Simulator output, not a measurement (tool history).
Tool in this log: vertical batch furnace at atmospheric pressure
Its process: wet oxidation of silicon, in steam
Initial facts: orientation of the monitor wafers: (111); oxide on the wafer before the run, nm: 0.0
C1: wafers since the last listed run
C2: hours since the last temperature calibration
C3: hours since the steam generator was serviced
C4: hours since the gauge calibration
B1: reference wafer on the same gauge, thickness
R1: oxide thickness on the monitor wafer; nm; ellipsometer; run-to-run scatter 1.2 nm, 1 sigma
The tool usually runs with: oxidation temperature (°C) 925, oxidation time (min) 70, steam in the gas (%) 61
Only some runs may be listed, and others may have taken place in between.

{"run": 1, "hour": 0.0, "oxidation temperature (°C)": 925, "oxidation time (min)": 70, "steam in the gas (%)": 55, "C1": 0, "C2": 3864.2, "C3": 503.8, "C4": 319.1, "B1": 206.37, "R1": 203.96}
{"run": 2, "hour": 28.8, "oxidation temperature (°C)": 925, "oxidation time (min)": 70, "steam in the gas (%)": 61, "C1": 601, "C2": 3893, "C3": 532.6, "C4": 347.9, "B1": 205.99, "R1": 217.81}
{"run": 3, "hour": 188.0, "oxidation temperature (°C)": 925, "oxidation time (min)": 70, "steam in the gas (%)": 61, "C1": 3322, "C2": 4052.2, "C3": 691.8, "C4": 507.1, "B1": 205.99, "R1": 216.12}
{"hour": 258.2, "done": "gauge calibrated"}
{"run": 4, "hour": 377.8, "oxidation temperature (°C)": 925, "oxidation time (min)": 70, "steam in the gas (%)": 61, "C1": 3961, "C2": 4242, "C3": 881.6, "C4": 119.6, "B1": 206.09, "R1": 216.17}
{"run": 5, "hour": 410.5, "oxidation temperature (°C)": 925, "oxidation time (min)": 70, "steam in the gas (%)": 61, "C1": 682, "C2": 4274.7, "C3": 914.3, "C4": 152.3, "B1": 205.34, "R1": 218.19}
{"run": 6, "hour": 443.9, "oxidation temperature (°C)": 925, "oxidation time (min)": 70, "steam in the gas (%)": 61, "C1": 697, "C2": 4308.1, "C3": 947.7, "C4": 185.7, "B1": 206.15, "R1": 216.84}
{"run": 7, "hour": 510.2, "oxidation temperature (°C)": 925, "oxidation time (min)": 57.5, "steam in the gas (%)": 61, "C1": 1383, "C2": 4374.4, "C3": 1014, "C4": 252, "B1": 206.45, "R1": 182.77}
{"run": 8, "hour": 552.0, "oxidation temperature (°C)": 925, "oxidation time (min)": 57.5, "steam in the gas (%)": 61, "C1": 872, "C2": 4416.2, "C3": 1055.8, "C4": 293.8, "B1": 205.65, "R1": 183.24}
{"run": 9, "hour": 579.7, "oxidation temperature (°C)": 925, "oxidation time (min)": 70, "steam in the gas (%)": 61, "C1": 578, "C2": 4443.9, "C3": 1083.5, "C4": 321.5, "B1": 206.35, "R1": 215.87}
{"run": 10, "hour": 650.0, "oxidation temperature (°C)": 939, "oxidation time (min)": 43, "steam in the gas (%)": 61, "C1": 1467, "C2": 4514.2, "C3": 1153.8, "C4": 391.8, "B1": 206.41, "R1": 165.27}
{"run": 11, "hour": 719.0, "oxidation temperature (°C)": 932, "oxidation time (min)": 61, "steam in the gas (%)": 61, "C1": 1440, "C2": 4583.2, "C3": 1222.8, "C4": 460.8, "B1": 206.18, "R1": 206.65}
{"hour": 767.6, "done": "thermocouples replaced and temperature profile calibrated"}
{"run": 12, "hour": 769.4, "oxidation temperature (°C)": 925, "oxidation time (min)": 70, "steam in the gas (%)": 61, "C1": 551, "C2": 1.8, "C3": 1273.2, "C4": 511.2, "B1": 206.17, "R1": 212.28}
{"run": 13, "hour": 803.5, "oxidation temperature (°C)": 914, "oxidation time (min)": 82.5, "steam in the gas (%)": 61, "C1": 711, "C2": 35.9, "C3": 1307.3, "C4": 545.3, "B1": 206.02, "R1": 217.82}
{"hour": 874.8, "done": "gauge calibrated"}
{"hour": 885.1, "done": "steam generator serviced"}
{"run": 14, "hour": 885.6, "oxidation temperature (°C)": 914, "oxidation time (min)": 41, "steam in the gas (%)": 72, "C1": 1212, "C2": 118, "C3": 0.5, "C4": 10.8, "B1": 205.92, "R1": 144.52}
{"run": 15, "hour": 939.7, "oxidation temperature (°C)": 925, "oxidation time (min)": 50.5, "steam in the gas (%)": 61, "C1": 1129, "C2": 172.1, "C3": 54.6, "C4": 64.9, "B1": 205.87, "R1": 168.95}
{"run": 16, "hour": 990.3, "oxidation temperature (°C)": 925, "oxidation time (min)": 81.5, "steam in the gas (%)": 61, "C1": 1056, "C2": 222.7, "C3": 105.2, "C4": 115.5, "B1": 205.94, "R1": 247.16}
{"run": 17, "hour": 1061.3, "oxidation temperature (°C)": 925, "oxidation time (min)": 70, "steam in the gas (%)": 55, "C1": 1481, "C2": 293.7, "C3": 176.2, "C4": 186.5, "B1": 205.89, "R1": 200.92}
{"run": 18, "hour": 1118.4, "oxidation temperature (°C)": 908, "oxidation time (min)": 70, "steam in the gas (%)": 61, "C1": 1191, "C2": 350.8, "C3": 233.3, "C4": 243.6, "B1": 205.49, "R1": 185.88}
{"run": 19, "hour": 1168.0, "oxidation temperature (°C)": 925, "oxidation time (min)": 70, "steam in the gas (%)": 61, "C1": 1035, "C2": 400.4, "C3": 282.9, "C4": 293.2, "B1": 206.31, "R1": 218.51}

How would selected steps in R1 from run to run divide? Give the signed amount a tool lacking its hidden state would still show from settings, what came in and random variation, and the signed amount left for the hidden state, including any gauge scatter that is not in both of the compared results.
What the log doesn't record here: true tube temperature minus thermocouple reading, K; steam share off its setpoint, % of the setpoint; gauge reads high (%).
Run 13 -> 14: oxidation time (min) 82.5 -> 41, steam in the gas (%) 61 -> 72, gauge calibrated, steam generator serviced. R1 -73.3 nm: hidden state +6.77, all else -80.07.
Run 15 -> 16: oxidation time (min) 50.5 -> 81.5. R1 +78.21 nm: hidden state -0.37, all else +78.58.

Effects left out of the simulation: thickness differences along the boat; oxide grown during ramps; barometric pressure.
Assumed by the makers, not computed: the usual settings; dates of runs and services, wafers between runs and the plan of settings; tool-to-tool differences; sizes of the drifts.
